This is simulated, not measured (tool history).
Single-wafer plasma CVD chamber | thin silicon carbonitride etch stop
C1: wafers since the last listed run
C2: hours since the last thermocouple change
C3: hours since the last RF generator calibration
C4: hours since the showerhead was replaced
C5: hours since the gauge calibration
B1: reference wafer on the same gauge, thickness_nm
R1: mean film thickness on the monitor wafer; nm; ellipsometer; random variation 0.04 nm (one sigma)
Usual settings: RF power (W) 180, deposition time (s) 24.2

run 1 hour=0.0 | RF_power_(W)=180 deposition_time_(s)=24.2 | C1=0 C2=897.0 C3=655.3 C4=6212.1 C5=517.0 | B1=16.901 | R1=14.406
run 2 hour=43.7 | RF_power_(W)=180 deposition_time_(s)=24.2 | C1=1051 C2=940.7 C3=699.0 C4=6255.8 C5=560.7 | B1=16.902 | R1=14.352
-- hour=53.6 thermocouple changed; heater temperature recalibrated
run 3 hour=68.4 | RF_power_(W)=180 deposition_time_(s)=24.2 | C1=401 C2=14.8 C3=723.7 C4=6280.5 C5=585.4 | B1=16.897 | R1=14.374
run 4 hour=93.5 | RF_power_(W)=180 deposition_time_(s)=24.2 | C1=604 C2=39.9 C3=748.8 C4=6305.6 C5=610.5 | B1=16.909 | R1=14.396
run 5 hour=158.5 | RF_power_(W)=180 deposition_time_(s)=24.2 | C1=1564 C2=104.9 C3=813.8 C4=6370.6 C5=675.5 | B1=16.904 | R1=14.340
run 6 hour=248.6 | RF_power_(W)=180 deposition_time_(s)=24.2 | C1=2168 C2=195.0 C3=903.9 C4=6460.7 C5=765.6 | B1=16.896 | R1=14.304
-- hour=300.2 RF generator calibrated
run 7 hour=308.1 | RF_power_(W)=180 deposition_time_(s)=24.2 | C1=1239 C2=254.5 C3=7.9 C4=6520.2 C5=825.1 | B1=16.896 | R1=14.548
run 8 hour=338.1 | RF_power_(W)=180 deposition_time_(s)=24.2 | C1=722 C2=284.5 C3=37.9 C4=6550.2 C5=855.1 | B1=16.911 | R1=14.597
run 9 hour=364.0 | RF_power_(W)=180 deposition_time_(s)=24.2 | C1=623 C2=310.4 C3=63.8 C4=6576.1 C5=881.0 | B1=16.888 | R1=14.541
run 10 hour=401.8 | RF_power_(W)=180 deposition_time_(s)=25.8 | C1=909 C2=348.2 C3=101.6 C4=6613.9 C5=918.8 | B1=16.901 | R1=15.517
run 11 hour=472.2 | RF_power_(W)=195 deposition_time_(s)=24.2 | C1=1694 C2=418.6 C3=172.0 C4=6684.3 C5=989.2 | B1=16.897 | R1=15.101
run 12 hour=522.6 | RF_power_(W)=195 deposition_time_(s)=24.2 | C1=1213 C2=469.0 C3=222.4 C4=6734.7 C5=1039.6 | B1=16.892 | R1=15.058
run 13 hour=558.6 | RF_power_(W)=180 deposition_time_(s)=24.2 | C1=866 C2=505.0 C3=258.4 C4=6770.7 C5=1075.6 | B1=16.903 | R1=14.527
run 14 hour=588.7 | RF_power_(W)=180 deposition_time_(s)=24.2 | C1=724 C2=535.1 C3=288.5 C4=6800.8 C5=1105.7 | B1=16.901 | R1=14.522
run 15 hour=648.0 | RF_power_(W)=180 deposition_time_(s)=22.8 | C1=1427 C2=594.4 C3=347.8 C4=6860.1 C5=1165.0 | B1=16.910 | R1=13.560
run 16 hour=709.8 | RF_power_(W)=180 deposition_time_(s)=26.1 | C1=1487 C2=656.2 C3=409.6 C4=6921.9 C5=1226.8 | B1=16.902 | R1=15.694
-- hour=730.5 showerhead replaced
run 17 hour=754.9 | RF_power_(W)=180 deposition_time_(s)=26.7 | C1=893 C2=701.3 C3=454.7 C4=24.4 C5=1271.9 | B1=16.907 | R1=15.965
run 18 hour=804.5 | RF_power_(W)=180 deposition_time_(s)=24.2 | C1=1193 C2=750.9 C3=504.3 C4=74.0 C5=1321.5 | B1=16.905 | R1=14.392
run 19 hour=844.3 | RF_power_(W)=150 deposition_time_(s)=24.2 | C1=958 C2=790.7 C3=544.1 C4=113.8 C5=1361.3 | B1=16.890 | R1=13.276
run 20 hour=940.3 | RF_power_(W)=180 deposition_time_(s)=20.7 | C1=2310 C2=886.7 C3=640.1 C4=209.8 C5=1457.3 | B1=16.899 | R1=12.354
run 21 hour=1012.1 | RF_power_(W)=180 deposition_time_(s)=24.2 | C1=1728 C2=958.5 C3=711.9 C4=281.6 C5=1529.1 | B1=16.898 | R1=14.368
run 22 hour=1052.1 | RF_power_(W)=165 deposition_time_(s)=24.2 | C1=962 C2=998.5 C3=751.9 C4=321.6 C5=1569.1 | B1=16.887 | R1=13.768
-- hour=1123.8 thermocouple changed; heater temperature recalibrated
run 23 hour=1124.3 | RF_power_(W)=210 deposition_time_(s)=24.2 | C1=1545 C2=0.5 C3=824.1 C4=393.8 C5=1641.3 | B1=16.900 | R1=15.197
run 24 hour=1170.8 | RF_power_(W)=180 deposition_time_(s)=28.0 | C1=1119 C2=47.0 C3=870.6 C4=440.3 C5=1687.8 | B1=16.903 | R1=16.522
run 25 hour=1195.9 | RF_power_(W)=155 deposition_time_(s)=24.2 | C1=604 C2=72.1 C3=895.7 C4=465.4 C5=1712.9 | B1=16.904 | R1=13.415
-- hour=1260.5 RF generator calibrated
run 26 hour=1261.3 | RF_power_(W)=180 deposition_time_(s)=24.2 | C1=1381 C2=137.5 C3=0.8 C4=530.8 C5=1778.3 | B1=16.896 | R1=14.607
run 27 hour=1285.7 | RF_power_(W)=155 deposition_time_(s)=20.0 | C1=587 C2=161.9 C3=25.2 C4=555.2 C5=1802.7 | B1=16.903 | R1=11.282
run 28 hour=1336.7 | RF_power_(W)=180 deposition_time_(s)=20.8 | C1=1227 C2=212.9 C3=76.2 C4=606.2 C5=1853.7 | B1=16.896 | R1=12.499
-- hour=1375.0 gauge calibrated
run 29 hour=1394.2 | RF_power_(W)=210 deposition_time_(s)=27.5 | C1=1384 C2=270.4 C3=133.7 C4=663.7 C5=19.2 | B1=16.892 | R1=17.632
run 30 hour=1455.2 | RF_power_(W)=155 deposition_time_(s)=27.9 | C1=1468 C2=331.4 C3=194.7 C4=724.7 C5=80.2 | B1=16.896 | R1=15.679
run 31 hour=1482.2 | RF_power_(W)=180 deposition_time_(s)=24.2 | C1=649 C2=358.4 C3=221.7 C4=751.7 C5=107.2 | B1=16.902 | R1=14.549
run 32 hour=1531.6 | RF_power_(W)=180 deposition_time_(s)=24.2 | C1=1189 C2=407.8 C3=271.1 C4=801.1 C5=156.6 | B1=16.904 | R1=14.411
run 33 hour=1593.6 | RF_power_(W)=165 deposition_time_(s)=20.4 | C1=1492 C2=469.8 C3=333.1 C4=863.1 C5=218.6 | B1=16.892 | R1=11.690
run 34 hour=1654.8 | RF_power_(W)=180 deposition_time_(s)=22.6 | C1=1473 C2=531.0 C3=394.3 C4=924.3 C5=279.8 | B1=16.893 | R1=13.462
run 35 hour=1697.7 | RF_power_(W)=180 deposition_time_(s)=24.2 | C1=1032 C2=573.9 C3=437.2 C4=967.2 C5=322.7 | B1=16.905 | R1=14.388
run 36 hour=1841.5 | RF_power_(W)=180 deposition_time_(s)=24.2 | C1=3461 C2=717.7 C3=581.0 C4=1111.0 C5=466.5 | B1=16.901 | R1=14.381

3 ways to go on from here, each from the tool as it stands after run 36. What would each give?
run A hour=1841.9 | RF_power_(W)=180 deposition_time_(s)=24.2 | C1=9 C2=718.1 C3=581.4 C4=1111.4 C5=466.9 | B1=? | R1=?
run B hour=1841.9 | RF_power_(W)=205 deposition_time_(s)=26.8 | C1=9 C2=718.1 C3=581.4 C4=1111.4 C5=466.9 | B1=? | R1=?
run C hour=1841.9 | RF_power_(W)=200 deposition_time_(s)=22.0 | C1=9 C2=718.1 C3=581.4 C4=1111.4 C5=466.9 | B1=? | R1=?

run=A B1=16.892 R1=14.389
run=B B1=16.892 R1=16.840
run=C B1=16.892 R1=13.682
Without the tool's hidden state the same runs would have given:
run=A R1=14.621
run=B R1=17.111
run=C R1=13.903
